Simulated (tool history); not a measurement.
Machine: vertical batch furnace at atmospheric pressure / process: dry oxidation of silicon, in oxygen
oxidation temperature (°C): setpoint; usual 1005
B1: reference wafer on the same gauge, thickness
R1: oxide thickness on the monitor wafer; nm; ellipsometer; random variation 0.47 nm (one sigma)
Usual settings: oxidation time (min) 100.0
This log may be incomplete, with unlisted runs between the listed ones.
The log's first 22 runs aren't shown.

run 23 hour=1596.7 | oxidation_temperature_(°C)=1030 oxidation_time_(min)=53.0 | B1=94.79 | R1=70.25
run 24 hour=1657.7 | oxidation_temperature_(°C)=991 oxidation_time_(min)=100.0 | B1=94.69 | R1=79.97
run 25 hour=1705.0 | oxidation_temperature_(°C)=1005 oxidation_time_(min)=57.5 | B1=94.76 | R1=62.72
run 26 hour=1964.8 | oxidation_temperature_(°C)=1005 oxidation_time_(min)=100.0 | B1=94.75 | R1=88.74
run 27 hour=2018.1 | oxidation_temperature_(°C)=998 oxidation_time_(min)=120.5 | B1=94.91 | R1=95.69
run 28 hour=2334.8 | oxidation_temperature_(°C)=1005 oxidation_time_(min)=100.0 | B1=94.81 | R1=89.55
run 29 hour=2422.1 | oxidation_temperature_(°C)=994 oxidation_time_(min)=84.0 | B1=94.74 | R1=74.10
run 30 hour=2486.6 | oxidation_temperature_(°C)=1017 oxidation_time_(min)=51.0 | B1=94.48 | R1=63.97
run 31 hour=2532.7 | oxidation_temperature_(°C)=1025 oxidation_time_(min)=132.0 | B1=94.92 | R1=120.39
-- hour=2627.6 gauge calibrated
-- hour=2679.9 boat lift adjusted
run 32 hour=2744.5 | oxidation_temperature_(°C)=983 oxidation_time_(min)=100.0 | B1=94.66 | R1=77.51
run 33 hour=2823.0 | oxidation_temperature_(°C)=1015 oxidation_time_(min)=129.0 | B1=94.84 | R1=111.51
run 34 hour=3142.4 | oxidation_temperature_(°C)=985 oxidation_time_(min)=58.5 | B1=94.59 | R1=55.94
run 35 hour=3362.7 | oxidation_temperature_(°C)=1005 oxidation_time_(min)=100.0 | B1=94.54 | R1=89.17

Below are 5 alternative next runs, each starting from the tool's condition after run 35. Predict each:
run A hour=3368.6 | oxidation_temperature_(°C)=1005 oxidation_time_(min)=81.5 | B1=? | R1=?
run B hour=3368.6 | oxidation_temperature_(°C)=987 oxidation_time_(min)=122.5 | B1=? | R1=?
run C hour=3368.6 | oxidation_temperature_(°C)=1017 oxidation_time_(min)=139.5 | B1=? | R1=?
run D hour=3368.6 | oxidation_temperature_(°C)=1024 oxidation_time_(min)=125.5 | B1=? | R1=?
run E hour=3368.6 | oxidation_temperature_(°C)=1029 oxidation_time_(min)=135.5 | B1=? | R1=?

run=A B1=94.48 R1=79.49
run=B B1=94.48 R1=90.51
run=C B1=94.48 R1=119.64
run=D B1=94.48 R1=117.01
run=E B1=94.48 R1=126.12
With the hidden condition removed and each run's random variation left untouched, the same runs would have given:
run=A R1=77.02
run=B R1=87.87
run=C R1=116.33
run=D R1=113.96
run=E R1=122.93
